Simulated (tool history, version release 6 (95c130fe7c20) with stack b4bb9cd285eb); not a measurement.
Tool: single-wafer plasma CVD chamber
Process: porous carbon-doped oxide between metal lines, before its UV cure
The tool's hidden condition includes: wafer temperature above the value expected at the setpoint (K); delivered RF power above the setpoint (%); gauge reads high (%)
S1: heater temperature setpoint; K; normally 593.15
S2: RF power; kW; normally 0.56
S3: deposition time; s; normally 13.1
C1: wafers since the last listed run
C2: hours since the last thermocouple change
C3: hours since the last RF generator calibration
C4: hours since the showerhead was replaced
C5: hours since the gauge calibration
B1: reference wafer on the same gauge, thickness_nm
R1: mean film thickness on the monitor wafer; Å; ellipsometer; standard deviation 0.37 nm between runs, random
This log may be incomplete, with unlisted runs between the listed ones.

run 1 hour=0 | S1=593.15 S2=0.56 S3=13.1 | C1=0 C2=1000.3 C3=1077.4 C4=1695.7 C5=655.4 | B1=69.234 | R1=669.52
run 2 hour=52.6 | S1=593.15 S2=0.56 S3=13.1 | C1=2419 C2=1052.9 C3=1130 C4=1748.3 C5=708 | B1=69.407 | R1=678.77
run 3 hour=78.5 | S1=593.15 S2=0.64 S3=13.1 | C1=1191 C2=1078.8 C3=1155.9 C4=1774.2 C5=733.9 | B1=69.263 | R1=737.5
run 4 hour=149.6 | S1=593.15 S2=0.64 S3=13.1 | C1=3270 C2=1149.9 C3=1227 C4=1845.3 C5=805 | B1=69.386 | R1=733.59
run 5 hour=180.6 | S1=593.15 S2=0.64 S3=13.1 | C1=1426 C2=1180.9 C3=1258 C4=1876.3 C5=836 | B1=69.293 | R1=739.26
run 6 hour=214.7 | S1=593.15 S2=0.56 S3=13.1 | C1=1568 C2=1215 C3=1292.1 C4=1910.4 C5=870.1 | B1=69.416 | R1=680.76
run 7 hour=281.6 | S1=597.15 S2=0.56 S3=13.1 | C1=3077 C2=1281.9 C3=1359 C4=1977.3 C5=937 | B1=69.317 | R1=656.58
run 8 hour=312.8 | S1=593.15 S2=0.56 S3=15.1 | C1=1435 C2=1313.1 C3=1390.2 C4=2008.5 C5=968.2 | B1=69.364 | R1=779.18
run 9 hour=356.4 | S1=593.15 S2=0.56 S3=15.1 | C1=2005 C2=1356.7 C3=1433.8 C4=2052.1 C5=1011.8 | B1=69.36 | R1=774.57
run 10 hour=384.4 | S1=593.15 S2=0.56 S3=13.1 | C1=1288 C2=1384.7 C3=1461.8 C4=2080.1 C5=1039.8 | B1=69.342 | R1=673.11
run 11 hour=454.6 | S1=593.15 S2=0.56 S3=13.1 | C1=3229 C2=1454.9 C3=1532 C4=2150.3 C5=1110 | B1=69.225 | R1=681.76
run 12 hour=499.1 | S1=593.15 S2=0.56 S3=13.1 | C1=2047 C2=1499.4 C3=1576.5 C4=2194.8 C5=1154.5 | B1=69.35 | R1=680.87
run 13 hour=530.2 | S1=604.15 S2=0.56 S3=14.6 | C1=1430 C2=1530.5 C3=1607.6 C4=2225.9 C5=1185.6 | B1=69.303 | R1=717.02
run 14 hour=587.6 | S1=580.15 S2=0.61 S3=15 | C1=2640 C2=1587.9 C3=1665 C4=2283.3 C5=1243 | B1=69.33 | R1=868.12
-- hour=604.5 thermocouple changed; heater temperature recalibrated
run 15 hour=647.2 | S1=607.15 S2=0.67 S3=14.6 | C1=2373 C2=42.7 C3=1724.6 C4=2342.9 C5=1302.6 | B1=69.302 | R1=783.65
run 16 hour=682.9 | S1=589.15 S2=0.56 S3=15.6 | C1=1642 C2=78.4 C3=1760.3 C4=2378.6 C5=1338.3 | B1=69.351 | R1=808.8
-- hour=762.1 showerhead replaced
run 17 hour=805.7 | S1=593.15 S2=0.495 S3=15 | C1=5280 C2=201.2 C3=1883.1 C4=43.6 C5=1461.1 | B1=69.145 | R1=720.8
run 18 hour=865.9 | S1=597.15 S2=0.655 S3=13.9 | C1=2769 C2=261.4 C3=1943.3 C4=103.8 C5=1521.3 | B1=69.287 | R1=775.37
-- hour=893.2 RF generator calibrated
run 19 hour=920.2 | S1=593.15 S2=0.56 S3=13.1 | C1=2129 C2=315.7 C3=27 C4=158.1 C5=1575.6 | B1=69.305 | R1=674.17
run 20 hour=991.1 | S1=604.15 S2=0.48 S3=11.1 | C1=3261 C2=386.6 C3=97.9 C4=229 C5=1646.5 | B1=69.198 | R1=496.39
run 21 hour=1052.8 | S1=593.15 S2=0.56 S3=13.1 | C1=2838 C2=448.3 C3=159.6 C4=290.7 C5=1708.2 | B1=69.328 | R1=676.27
run 22 hour=1104.1 | S1=588.15 S2=0.655 S3=14.9 | C1=2359 C2=499.6 C3=210.9 C4=342 C5=1759.5 | B1=69.455 | R1=862.69
run 23 hour=1165.9 | S1=587.15 S2=0.64 S3=13.9 | C1=2842 C2=561.4 C3=272.7 C4=403.8 C5=1821.3 | B1=69.23 | R1=797.83
-- hour=1184.2 gauge calibrated
run 24 hour=1190.2 | S1=587.15 S2=0.53 S3=15.2 | C1=1117 C2=585.7 C3=297 C4=428.1 C5=6 | B1=69.404 | R1=770.8
run 25 hour=1224.9 | S1=593.15 S2=0.455 S3=13.1 | C1=1596 C2=620.4 C3=331.7 C4=462.8 C5=40.7 | B1=69.331 | R1=595.18
run 26 hour=1253.8 | S1=593.15 S2=0.56 S3=13.1 | C1=1329 C2=649.3 C3=360.6 C4=491.7 C5=69.6 | B1=69.437 | R1=682.61
run 27 hour=1322.9 | S1=587.15 S2=0.56 S3=13.1 | C1=3178 C2=718.4 C3=429.7 C4=560.8 C5=138.7 | B1=69.284 | R1=696.89
run 28 hour=1388.3 | S1=578.15 S2=0.56 S3=14.2 | C1=3008 C2=783.8 C3=495.1 C4=626.2 C5=204.1 | B1=69.228 | R1=788.82
run 29 hour=1414.5 | S1=607.15 S2=0.53 S3=12.3 | C1=1205 C2=810 C3=521.3 C4=652.4 C5=230.3 | B1=69.239 | R1=578.16
run 30 hour=1478.9 | S1=593.15 S2=0.56 S3=15 | C1=2962 C2=874.4 C3=585.7 C4=716.8 C5=294.7 | B1=69.336 | R1=776.54
run 31 hour=1520.5 | S1=593.15 S2=0.46 S3=13.1 | C1=1913 C2=916 C3=627.3 C4=758.4 C5=336.3 | B1=69.381 | R1=598.26
run 32 hour=1571.6 | S1=604.15 S2=0.48 S3=11.1 | C1=2350 C2=967.1 C3=678.4 C4=809.5 C5=387.4 | B1=69.324 | R1=502.75
run 33 hour=1640.7 | S1=586.15 S2=0.61 S3=13.1 | C1=3178 C2=1036.2 C3=747.5 C4=878.6 C5=456.5 | B1=69.291 | R1=731.78
run 34 hour=1672.7 | S1=585.15 S2=0.605 S3=12.3 | C1=1472 C2=1068.2 C3=779.5 C4=910.6 C5=488.5 | B1=69.324 | R1=690.63

4 options for the next run, each taken on its own from the tool as it stands now. Forecast them:
run A hour=1673.1 | S1=593.15 S2=0.56 S3=12 | C1=18 C2=1068.6 C3=779.9 C4=911 C5=488.9 | B1=? | R1=?
run B hour=1673.1 | S1=593.15 S2=0.5 S3=13.1 | C1=18 C2=1068.6 C3=779.9 C4=911 C5=488.9 | B1=? | R1=?
run C hour=1673.1 | S1=593.15 S2=0.59 S3=12.2 | C1=18 C2=1068.6 C3=779.9 C4=911 C5=488.9 | B1=? | R1=?
run D hour=1673.1 | S1=599.15 S2=0.505 S3=14.3 | C1=18 C2=1068.6 C3=779.9 C4=911 C5=488.9 | B1=? | R1=?

run=A B1=69.345 R1=625.88
run=B B1=69.345 R1=634.95
run=C B1=69.345 R1=656.6
run=D B1=69.345 R1=677.34
Without the tool's unlogged condition, the same runs would have read:
run=A R1=625.88
run=B R1=634.95
run=C R1=656.6
run=D R1=677.34

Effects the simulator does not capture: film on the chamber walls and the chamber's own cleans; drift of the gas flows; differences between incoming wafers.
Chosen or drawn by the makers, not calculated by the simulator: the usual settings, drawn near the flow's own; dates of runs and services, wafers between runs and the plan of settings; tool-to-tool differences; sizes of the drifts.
